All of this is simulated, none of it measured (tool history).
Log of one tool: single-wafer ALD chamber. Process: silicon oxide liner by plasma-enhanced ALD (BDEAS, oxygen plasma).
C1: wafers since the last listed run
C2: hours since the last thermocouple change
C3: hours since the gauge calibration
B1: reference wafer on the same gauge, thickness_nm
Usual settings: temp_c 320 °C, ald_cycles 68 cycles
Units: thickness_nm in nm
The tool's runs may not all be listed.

Run 1, day 0: usual settings; C1 0; C2 865.8; C3 170.3; B1 5.102. Result: thickness_nm 6.273 nm.
Run 2, day 3.275: usual settings but temp_c 332 °C; C1 369; C2 944.4; C3 248.9; B1 5.102. Result: thickness_nm 6.124 nm.
Run 3, day 5.204: usual settings but temp_c 332 °C; C1 217; C2 990.7; C3 295.2; B1 5.102. Result: thickness_nm 6.161 nm.
Run 4, day 9.446: usual settings; C1 479; C2 1092.5; C3 397; B1 5.097. Result: thickness_nm 6.275 nm.
Run 5, day 11.621: usual settings; C1 245; C2 1144.7; C3 449.2; B1 5.101. Result: thickness_nm 6.316 nm.
Run 6, day 15.871: usual settings; C1 480; C2 1246.7; C3 551.2; B1 5.093. Result: thickness_nm 6.233 nm.
Run 7, day 19.833: usual settings; C1 447; C2 1341.8; C3 646.3; B1 5.104. Result: thickness_nm 6.324 nm.
Run 8, day 22.338: usual settings; C1 282; C2 1401.9; C3 706.4; B1 5.105. Result: thickness_nm 6.299 nm.
Run 9, day 24.133: usual settings; C1 202; C2 1445; C3 749.5; B1 5.097. Result: thickness_nm 6.22 nm.
Run 10, day 28.362: usual settings; C1 477; C2 1546.5; C3 851; B1 5.102. Result: thickness_nm 6.298 nm.
Run 11, day 32.338: usual settings; C1 449; C2 1641.9; C3 946.4; B1 5.106. Result: thickness_nm 6.269 nm.
Run 12, day 35.571: usual settings; C1 365; C2 1719.5; C3 1024; B1 5.109. Result: thickness_nm 6.298 nm.
Run 13, day 38.092: usual settings; C1 284; C2 1780; C3 1084.5; B1 5.098. Result: thickness_nm 6.31 nm.
Run 14, day 41.596: usual settings; C1 395; C2 1864.1; C3 1168.6; B1 5.09. Result: thickness_nm 6.249 nm.
Run 15, day 45.167: usual settings; C1 403; C2 1949.8; C3 1254.3; B1 5.105. Result: thickness_nm 6.26 nm.
At day 47.412: thermocouple changed; heater temperature recalibrated.
Run 16, day 47.433: usual settings; C1 218; C2 0.5; C3 1308.7; B1 5.105. Result: thickness_nm 6.277 nm.
Run 17, day 51.562: usual settings; C1 466; C2 99.6; C3 1407.8; B1 5.098. Result: thickness_nm 6.302 nm.
Run 18, day 54.162: usual settings but temp_c 325 °C, ald_cycles 58 cycles; C1 293; C2 162; C3 1470.2; B1 5.086. Result: thickness_nm 5.306 nm.
Run 19, day 56.196: usual settings but temp_c 335 °C, ald_cycles 81 cycles; C1 229; C2 210.8; C3 1519; B1 5.098. Result: thickness_nm 7.292 nm.
Run 20, day 59.362: usual settings; C1 357; C2 286.8; C3 1595; B1 5.093. Result: thickness_nm 6.316 nm.
Run 21, day 61.288: usual settings but ald_cycles 63 cycles; C1 217; C2 333; C3 1641.2; B1 5.102. Result: thickness_nm 5.812 nm.
Run 22, day 63.942: usual settings; C1 299; C2 396.7; C3 1704.9; B1 5.093. Result: thickness_nm 6.279 nm.
Run 23, day 68.412: usual settings but temp_c 306 °C; C1 505; C2 504; C3 1812.2; B1 5.101. Result: thickness_nm 6.404 nm.
Run 24, day 70.725: usual settings but temp_c 332 °C, ald_cycles 81 cycles; C1 261; C2 559.5; C3 1867.7; B1 5.106. Result: thickness_nm 7.296 nm.
Run 25, day 73.888: usual settings but ald_cycles 55 cycles; C1 357; C2 635.4; C3 1943.6; B1 5.099. Result: thickness_nm 5.087 nm.
At day 77.358: gauge calibrated.
Run 26, day 78.362: usual settings but temp_c 330 °C, ald_cycles 60 cycles; C1 505; C2 742.8; C3 24.1; B1 5.105. Result: thickness_nm 5.477 nm.
Run 27, day 85.846: usual settings but temp_c 333 °C, ald_cycles 75 cycles; C1 845; C2 922.4; C3 203.7; B1 5.096. Result: thickness_nm 6.814 nm.
Run 28, day 89.133: usual settings but temp_c 331 °C; C1 371; C2 1001.3; C3 282.6; B1 5.098. Result: thickness_nm 6.164 nm.
Run 29, day 91.483: usual settings but temp_c 306 °C, ald_cycles 73 cycles; C1 265; C2 1057.7; C3 339; B1 5.103. Result: thickness_nm 6.867 nm.
Run 30, day 93.721: usual settings but ald_cycles 73 cycles; C1 252; C2 1111.4; C3 392.7; B1 5.094. Result: thickness_nm 6.778 nm.
Run 31, day 96.442: usual settings; C1 307; C2 1176.7; C3 458; B1 5.11. Result: thickness_nm 6.285 nm.
Run 32, day 104.371: usual settings but temp_c 333 °C, ald_cycles 64 cycles; C1 895; C2 1367; C3 648.3; B1 5.1. Result: thickness_nm 5.778 nm.
Run 33, day 107.658: usual settings but temp_c 325 °C, ald_cycles 55 cycles; C1 371; C2 1445.9; C3 727.2; B1 5.104. Result: thickness_nm 5.035 nm.
Run 34, day 109.204: usual settings; C1 174; C2 1483; C3 764.3; B1 5.108. Result: thickness_nm 6.279 nm.
Run 35, day 112.483: usual settings but temp_c 311 °C; C1 370; C2 1561.7; C3 843; B1 5.099. Result: thickness_nm 6.375 nm.

The tool's hidden state at each run:
wafer temperature above the value expected at the setpoint (K): 0 in every run
gauge reads high (%): 0 in every run
